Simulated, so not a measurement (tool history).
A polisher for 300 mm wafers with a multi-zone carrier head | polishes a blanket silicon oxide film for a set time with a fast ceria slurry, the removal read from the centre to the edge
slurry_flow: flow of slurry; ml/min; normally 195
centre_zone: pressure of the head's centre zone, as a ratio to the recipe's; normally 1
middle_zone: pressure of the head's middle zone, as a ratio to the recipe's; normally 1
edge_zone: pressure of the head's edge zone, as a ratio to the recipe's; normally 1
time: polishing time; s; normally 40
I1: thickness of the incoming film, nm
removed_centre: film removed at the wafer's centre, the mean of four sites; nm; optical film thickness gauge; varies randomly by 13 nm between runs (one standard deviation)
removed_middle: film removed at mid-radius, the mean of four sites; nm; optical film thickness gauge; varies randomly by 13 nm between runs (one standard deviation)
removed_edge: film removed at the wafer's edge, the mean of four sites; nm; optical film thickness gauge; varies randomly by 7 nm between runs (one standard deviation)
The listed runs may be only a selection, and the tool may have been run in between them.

{"run": 1, "day": 0.0, "slurry_flow": 195, "centre_zone": 1, "middle_zone": 1, "edge_zone": 1, "time": 40, "I1": 2063.9, "removed_centre": 853.8, "removed_middle": 883.8, "removed_edge": 862.6}
{"run": 2, "day": 0.667, "slurry_flow": 195, "centre_zone": 1, "middle_zone": 1, "edge_zone": 1, "time": 40, "I1": 2076.1, "removed_centre": 837.4, "removed_middle": 867.7, "removed_edge": 843.6}
{"day": 2.046, "done": "worn pad replaced by a new one"}
{"run": 3, "day": 2.067, "slurry_flow": 195, "centre_zone": 1, "middle_zone": 1.08, "edge_zone": 1, "time": 40, "I1": 2070.4, "removed_centre": 869.7, "removed_middle": 905.3, "removed_edge": 865.7}
{"run": 4, "day": 3.421, "slurry_flow": 195, "centre_zone": 1.05, "middle_zone": 1, "edge_zone": 1, "time": 40, "I1": 2099.7, "removed_centre": 902.6, "removed_middle": 856.9, "removed_edge": 847.8}
{"run": 5, "day": 3.954, "slurry_flow": 195, "centre_zone": 1.05, "middle_zone": 1, "edge_zone": 1, "time": 40, "I1": 2072.3, "removed_centre": 888.6, "removed_middle": 863.9, "removed_edge": 841.5}
{"day": 5.438, "done": "worn pad replaced by a new one"}
{"run": 6, "day": 5.458, "slurry_flow": 195, "centre_zone": 1, "middle_zone": 1, "edge_zone": 1, "time": 40, "I1": 2082.7, "removed_centre": 874.8, "removed_middle": 900.5, "removed_edge": 871.2}
{"run": 7, "day": 6.112, "slurry_flow": 195, "centre_zone": 1, "middle_zone": 1, "edge_zone": 1, "time": 40, "I1": 2097, "removed_centre": 879.3, "removed_middle": 886.7, "removed_edge": 866.3}
{"day": 6.483, "done": "carrier head's membrane replaced by a new one"}
{"run": 8, "day": 6.908, "slurry_flow": 195, "centre_zone": 1, "middle_zone": 1, "edge_zone": 1, "time": 40, "I1": 2068.6, "removed_centre": 851.5, "removed_middle": 873.7, "removed_edge": 840}
{"day": 7.271, "done": "centre zone pressure recalibrated"}
{"day": 8.6, "done": "worn pad replaced by a new one"}
{"run": 9, "day": 10.817, "slurry_flow": 195, "centre_zone": 1, "middle_zone": 1.12, "edge_zone": 1, "time": 48, "I1": 2058.2, "removed_centre": 995.7, "removed_middle": 1073.9, "removed_edge": 986.5}
{"day": 11.775, "done": "slurry nozzle cleaned"}
{"day": 12.138, "done": "edge zone pressure recalibrated"}
{"day": 12.367, "done": "worn pad replaced by a new one"}
{"run": 10, "day": 12.388, "slurry_flow": 195, "centre_zone": 1, "middle_zone": 0.96, "edge_zone": 1, "time": 46, "I1": 2072.4, "removed_centre": 998.6, "removed_middle": 955, "removed_edge": 975.9}
{"run": 11, "day": 12.871, "slurry_flow": 140, "centre_zone": 1.06, "middle_zone": 1, "edge_zone": 1.08, "time": 46, "I1": 2047, "removed_centre": 965.1, "removed_middle": 985.7, "removed_edge": 991.3}
{"run": 12, "day": 13.492, "slurry_flow": 170, "centre_zone": 1, "middle_zone": 0.89, "edge_zone": 1.11, "time": 40, "I1": 2030.4, "removed_centre": 839.5, "removed_middle": 794.9, "removed_edge": 871.4}
{"run": 13, "day": 14.621, "slurry_flow": 195, "centre_zone": 1, "middle_zone": 1, "edge_zone": 1, "time": 40, "I1": 2070.8, "removed_centre": 822.1, "removed_middle": 831, "removed_edge": 820.8}
{"run": 14, "day": 15.454, "slurry_flow": 250, "centre_zone": 1, "middle_zone": 1, "edge_zone": 1, "time": 40, "I1": 2045.2, "removed_centre": 791.3, "removed_middle": 813.7, "removed_edge": 794.5}
{"day": 16.225, "done": "worn pad replaced by a new one"}
{"run": 15, "day": 16.925, "slurry_flow": 195, "centre_zone": 1, "middle_zone": 1, "edge_zone": 1, "time": 40, "I1": 2038.6, "removed_centre": 864, "removed_middle": 893.7, "removed_edge": 871.3}
{"run": 16, "day": 17.646, "slurry_flow": 195, "centre_zone": 1.11, "middle_zone": 1.07, "edge_zone": 1, "time": 40, "I1": 2023.1, "removed_centre": 939.5, "removed_middle": 902.2, "removed_edge": 868.8}

What would each run have given without the hidden state, its run-to-run variation left as it was?
What the log doesn't record here: removal rate lost through wear of the pad, %; slurry flow missing at the pad, %; deviation of the centre zone's pressure from its setpoint, %; deviation of the edge zone's pressure from its setpoint, %.
run=1 removed_centre=874.2 removed_middle=904.9 removed_edge=883.2
run=2 removed_centre=876.4 removed_middle=908.2 removed_edge=882.9
run=3 removed_centre=878.6 removed_middle=914.5 removed_edge=874.5
run=4 removed_centre=928.9 removed_middle=882 removed_edge=872.5
run=5 removed_centre=930.7 removed_middle=904.9 removed_edge=881.3
run=6 removed_centre=878.6 removed_middle=904.5 removed_edge=875.1
run=7 removed_centre=887.1 removed_middle=894.5 removed_edge=874
run=8 removed_centre=873.4 removed_middle=896.3 removed_edge=861.7
run=9 removed_centre=1050.6 removed_middle=1133.1 removed_edge=1040.9
run=10 removed_centre=1021.7 removed_middle=977.1 removed_edge=998.5
run=11 removed_centre=989.9 removed_middle=1011 removed_edge=1016.8
run=12 removed_centre=869.8 removed_middle=823.6 removed_edge=902.9
run=13 removed_centre=885.5 removed_middle=895.1 removed_edge=884.1
run=14 removed_centre=893.6 removed_middle=919 removed_edge=897.3
run=15 removed_centre=869.5 removed_middle=899.4 removed_edge=876.9
run=16 removed_centre=959.8 removed_middle=921.6 removed_edge=887.5

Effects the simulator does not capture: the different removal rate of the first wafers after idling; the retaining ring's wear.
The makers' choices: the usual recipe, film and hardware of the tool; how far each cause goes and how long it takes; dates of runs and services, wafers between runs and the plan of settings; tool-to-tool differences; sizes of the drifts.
